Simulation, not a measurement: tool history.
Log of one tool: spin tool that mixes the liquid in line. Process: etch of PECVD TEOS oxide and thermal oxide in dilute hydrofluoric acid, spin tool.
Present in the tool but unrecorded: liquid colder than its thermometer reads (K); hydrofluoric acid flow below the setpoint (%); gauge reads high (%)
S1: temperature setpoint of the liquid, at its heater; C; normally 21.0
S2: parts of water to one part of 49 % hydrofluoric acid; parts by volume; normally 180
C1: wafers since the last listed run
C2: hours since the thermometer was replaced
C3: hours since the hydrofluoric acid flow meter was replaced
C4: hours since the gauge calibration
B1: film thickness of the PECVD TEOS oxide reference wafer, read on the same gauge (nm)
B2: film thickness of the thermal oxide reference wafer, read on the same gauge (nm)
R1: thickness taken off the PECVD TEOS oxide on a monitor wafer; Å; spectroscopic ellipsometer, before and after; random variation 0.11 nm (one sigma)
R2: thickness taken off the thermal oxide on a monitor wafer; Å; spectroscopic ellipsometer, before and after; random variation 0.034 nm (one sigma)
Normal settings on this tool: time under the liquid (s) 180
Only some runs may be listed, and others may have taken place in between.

{"run": 1, "hour": 0.0, "S1": 18.5, "S2": 180, "time under the liquid (s)": 180, "C1": 0, "C2": 1528.3, "C3": 183.1, "C4": 136.4, "B1": 119.98, "B2": 89.976, "R1": 118.5, "R2": 30.87}
{"run": 2, "hour": 30.7, "S1": 18.5, "S2": 180, "time under the liquid (s)": 180, "C1": 199, "C2": 1559.0, "C3": 213.8, "C4": 167.1, "B1": 120.0, "B2": 90.005, "R1": 119.0, "R2": 29.98}
{"run": 3, "hour": 100.4, "S1": 18.5, "S2": 180, "time under the liquid (s)": 180, "C1": 453, "C2": 1628.7, "C3": 283.5, "C4": 236.8, "B1": 119.98, "B2": 89.986, "R1": 118.9, "R2": 30.32}
{"run": 4, "hour": 166.0, "S1": 21.0, "S2": 180, "time under the liquid (s)": 180, "C1": 427, "C2": 1694.3, "C3": 349.1, "C4": 302.4, "B1": 119.97, "B2": 89.974, "R1": 131.5, "R2": 33.13}
{"run": 5, "hour": 214.1, "S1": 21.0, "S2": 180, "time under the liquid (s)": 115, "C1": 313, "C2": 1742.4, "C3": 397.2, "C4": 350.5, "B1": 120.02, "B2": 89.969, "R1": 84.0, "R2": 21.2}
{"hour": 238.2, "done": "hydrofluoric acid flow meter replaced"}
{"run": 6, "hour": 333.4, "S1": 21.0, "S2": 180, "time under the liquid (s)": 180, "C1": 770, "C2": 1861.7, "C3": 95.2, "C4": 469.8, "B1": 119.99, "B2": 89.991, "R1": 130.4, "R2": 32.98}
{"run": 7, "hour": 378.3, "S1": 21.0, "S2": 180, "time under the liquid (s)": 180, "C1": 292, "C2": 1906.6, "C3": 140.1, "C4": 514.7, "B1": 120.0, "B2": 89.956, "R1": 128.4, "R2": 32.29}
{"run": 8, "hour": 422.0, "S1": 18.5, "S2": 180, "time under the liquid (s)": 180, "C1": 284, "C2": 1950.3, "C3": 183.8, "C4": 558.4, "B1": 120.02, "B2": 90.059, "R1": 117.0, "R2": 30.09}
{"hour": 447.0, "done": "gauge calibrated"}
{"run": 9, "hour": 479.1, "S1": 21.0, "S2": 145, "time under the liquid (s)": 80, "C1": 371, "C2": 2007.4, "C3": 240.9, "C4": 32.1, "B1": 119.99, "B2": 89.97, "R1": 73.7, "R2": 19.07}
{"run": 10, "hour": 506.0, "S1": 26.0, "S2": 270, "time under the liquid (s)": 265, "C1": 175, "C2": 2034.3, "C3": 267.8, "C4": 59.0, "B1": 120.01, "B2": 89.953, "R1": 140.5, "R2": 35.42}
{"hour": 564.5, "done": "thermometer replaced"}
{"run": 11, "hour": 570.9, "S1": 21.0, "S2": 265, "time under the liquid (s)": 180, "C1": 416, "C2": 6.4, "C3": 332.7, "C4": 123.9, "B1": 119.99, "B2": 89.99, "R1": 87.3, "R2": 22.31}
{"hour": 635.0, "done": "hydrofluoric acid flow meter replaced"}
{"run": 12, "hour": 650.4, "S1": 21.0, "S2": 145, "time under the liquid (s)": 125, "C1": 511, "C2": 85.9, "C3": 15.4, "C4": 203.4, "B1": 120.02, "B2": 90.056, "R1": 126.0, "R2": 31.25}
{"run": 13, "hour": 836.2, "S1": 21.0, "S2": 180, "time under the liquid (s)": 180, "C1": 1210, "C2": 271.7, "C3": 201.2, "C4": 389.2, "B1": 120.02, "B2": 90.015, "R1": 137.7, "R2": 34.8}
{"run": 14, "hour": 904.6, "S1": 21.0, "S2": 210, "time under the liquid (s)": 180, "C1": 445, "C2": 340.1, "C3": 269.6, "C4": 457.6, "B1": 120.02, "B2": 89.971, "R1": 115.6, "R2": 29.29}
{"run": 15, "hour": 941.8, "S1": 24.0, "S2": 145, "time under the liquid (s)": 245, "C1": 242, "C2": 377.3, "C3": 306.8, "C4": 494.8, "B1": 120.01, "B2": 89.96, "R1": 273.4, "R2": 69.08}

Hidden condition of the tool, last listed run before each entry between runs versus first listed run after:
Run 5 -> run 6: hydrofluoric acid flow meter replaced (hour 238.2)
  liquid colder than its thermometer reads (K): 1.89 -> 2.02
  measured value less the no-hidden-state value, R1: -6.4 -> -10.8 Å; R2: -1.62 -> -2.71 Å
Run 8 -> run 9: gauge calibrated (hour 447.0)
  liquid colder than its thermometer reads (K): 2.11 -> 2.17
  measured value less the no-hidden-state value, R1: -10.3 -> -6.6 Å; R2: -2.66 -> -1.73 Å
Run 10 -> run 11: thermometer replaced (hour 564.5)
  liquid colder than its thermometer reads (K): 2.19 -> 0.216
  measured value less the no-hidden-state value, R1: -11.2 -> -0.7 Å; R2: -2.82 -> -0.18 Å
Run 11 -> run 12: hydrofluoric acid flow meter replaced (hour 635.0)
  liquid colder than its thermometer reads (K): 0.216 -> 0.298
  measured value less the no-hidden-state value, R1: -0.7 -> -1.5 Å; R2: -0.18 -> -0.37 Å
